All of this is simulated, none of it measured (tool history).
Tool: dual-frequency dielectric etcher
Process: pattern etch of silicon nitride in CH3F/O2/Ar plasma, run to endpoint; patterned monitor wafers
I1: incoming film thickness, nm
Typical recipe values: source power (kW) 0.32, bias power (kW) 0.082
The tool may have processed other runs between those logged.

run 1 hour=0 | source_power_(kW)=0.32 bias_power_(kW)=0.082 | I1=31.82 | endpoint_time_(s)=49.4
run 2 hour=50.8 | source_power_(kW)=0.32 bias_power_(kW)=0.082 | I1=32.04 | endpoint_time_(s)=50.1
run 3 hour=80.2 | source_power_(kW)=0.3 bias_power_(kW)=0.069 | I1=31.72 | endpoint_time_(s)=53.4
run 4 hour=121.4 | source_power_(kW)=0.3 bias_power_(kW)=0.069 | I1=31.62 | endpoint_time_(s)=53.5
run 5 hour=190.7 | source_power_(kW)=0.3 bias_power_(kW)=0.069 | I1=31.56 | endpoint_time_(s)=54.2
run 6 hour=321.8 | source_power_(kW)=0.32 bias_power_(kW)=0.082 | I1=31.69 | endpoint_time_(s)=50.6
run 7 hour=373.8 | source_power_(kW)=0.32 bias_power_(kW)=0.082 | I1=31.56 | endpoint_time_(s)=49.4
run 8 hour=395.2 | source_power_(kW)=0.32 bias_power_(kW)=0.082 | I1=31.71 | endpoint_time_(s)=49.2
run 9 hour=462.8 | source_power_(kW)=0.32 bias_power_(kW)=0.082 | I1=31.86 | endpoint_time_(s)=49.6
run 10 hour=531.4 | source_power_(kW)=0.32 bias_power_(kW)=0.082 | I1=31.67 | endpoint_time_(s)=49.7
run 11 hour=591.6 | source_power_(kW)=0.32 bias_power_(kW)=0.082 | I1=31.78 | endpoint_time_(s)=49.9
run 12 hour=640.4 | source_power_(kW)=0.32 bias_power_(kW)=0.082 | I1=32 | endpoint_time_(s)=50.6
run 13 hour=704 | source_power_(kW)=0.27 bias_power_(kW)=0.082 | I1=31.9 | endpoint_time_(s)=54
run 14 hour=766.1 | source_power_(kW)=0.35 bias_power_(kW)=0.064 | I1=31.91 | endpoint_time_(s)=53.5
run 15 hour=831.5 | source_power_(kW)=0.26 bias_power_(kW)=0.074 | I1=31.46 | endpoint_time_(s)=54.7
run 16 hour=862.5 | source_power_(kW)=0.35 bias_power_(kW)=0.099 | I1=32.12 | endpoint_time_(s)=45.7
run 17 hour=924.2 | source_power_(kW)=0.32 bias_power_(kW)=0.095 | I1=31.96 | endpoint_time_(s)=47.7
run 18 hour=986 | source_power_(kW)=0.25 bias_power_(kW)=0.066 | I1=31.91 | endpoint_time_(s)=59.1
run 19 hour=1031.1 | source_power_(kW)=0.35 bias_power_(kW)=0.067 | I1=31.72 | endpoint_time_(s)=52.2
run 20 hour=1094 | source_power_(kW)=0.32 bias_power_(kW)=0.082 | I1=31.43 | endpoint_time_(s)=50.1
run 21 hour=1130.5 | source_power_(kW)=0.26 bias_power_(kW)=0.096 | I1=31.91 | endpoint_time_(s)=50.8
run 22 hour=1187.8 | source_power_(kW)=0.35 bias_power_(kW)=0.063 | I1=31.8 | endpoint_time_(s)=52.8
run 23 hour=1236.5 | source_power_(kW)=0.28 bias_power_(kW)=0.099 | I1=31.92 | endpoint_time_(s)=49.7
run 24 hour=1292 | source_power_(kW)=0.32 bias_power_(kW)=0.082 | I1=31.96 | endpoint_time_(s)=50.6
run 25 hour=1320.7 | source_power_(kW)=0.25 bias_power_(kW)=0.065 | I1=31.78 | endpoint_time_(s)=59.4
run 26 hour=1354.7 | source_power_(kW)=0.25 bias_power_(kW)=0.098 | I1=31.78 | endpoint_time_(s)=49.9
run 27 hour=1410.9 | source_power_(kW)=0.32 bias_power_(kW)=0.091 | I1=31.6 | endpoint_time_(s)=47.1
run 28 hour=1448.9 | source_power_(kW)=0.37 bias_power_(kW)=0.099 | I1=31.72 | endpoint_time_(s)=43.6
run 29 hour=1515.9 | source_power_(kW)=0.28 bias_power_(kW)=0.098 | I1=32.04 | endpoint_time_(s)=49
run 30 hour=1544.2 | source_power_(kW)=0.32 bias_power_(kW)=0.082 | I1=31.84 | endpoint_time_(s)=49.5
run 31 hour=1584.7 | source_power_(kW)=0.32 bias_power_(kW)=0.082 | I1=31.88 | endpoint_time_(s)=50
run 32 hour=1621.5 | source_power_(kW)=0.32 bias_power_(kW)=0.082 | I1=31.92 | endpoint_time_(s)=49.7
run 33 hour=1675.8 | source_power_(kW)=0.25 bias_power_(kW)=0.092 | I1=31.87 | endpoint_time_(s)=52
run 34 hour=1736.1 | source_power_(kW)=0.36 bias_power_(kW)=0.093 | I1=31.75 | endpoint_time_(s)=45.9
run 35 hour=1764.7 | source_power_(kW)=0.37 bias_power_(kW)=0.072 | I1=31.92 | endpoint_time_(s)=49.9

Put back what was entered between runs (6 entries, withheld): which listed runs does each sit between, and how does the hidden state differ from the listed run before to the listed run after?
From run 6 to run 7: wet clean of the chamber (hour 373.3)
  etch rate over this chamber's usual, %: -2.66 -> -0.212; source power that arrives over what is set, %: -2.04 -> -2.19
  the result without the hidden state subtracted from the measured one, endpoint time (s): +1.7 -> +0.5
From run 14 to run 15: upper electrode replaced (hour 823.1); wet clean of the chamber (hour 831)
  etch rate over this chamber's usual, %: -2.62 -> -0.336; source power that arrives over what is set, %: -3.51 -> -3.76
  the result without the hidden state subtracted from the measured one, endpoint time (s): +2 -> +1
From run 16 to run 17: bias power generator calibrated (hour 901)
  etch rate over this chamber's usual, %: -0.527 -> -0.906; source power that arrives over what is set, %: -3.88 -> -4.13
  the result without the hidden state subtracted from the measured one, endpoint time (s): +0.9 -> +1.1
From run 20 to run 21: source power generator calibrated (hour 1130)
  etch rate over this chamber's usual, %: -1.95 -> -2.17; source power that arrives over what is set, %: -4.85 -> 0.191
  the result without the hidden state subtracted from the measured one, endpoint time (s): +1.8 -> +1.1
From run 25 to run 26: wet clean of the chamber (hour 1352.4)
  etch rate over this chamber's usual, %: -3.34 -> 0.0871; source power that arrives over what is set, %: 0.154 -> 0.139
  the result without the hidden state subtracted from the measured one, endpoint time (s): +2 -> +0
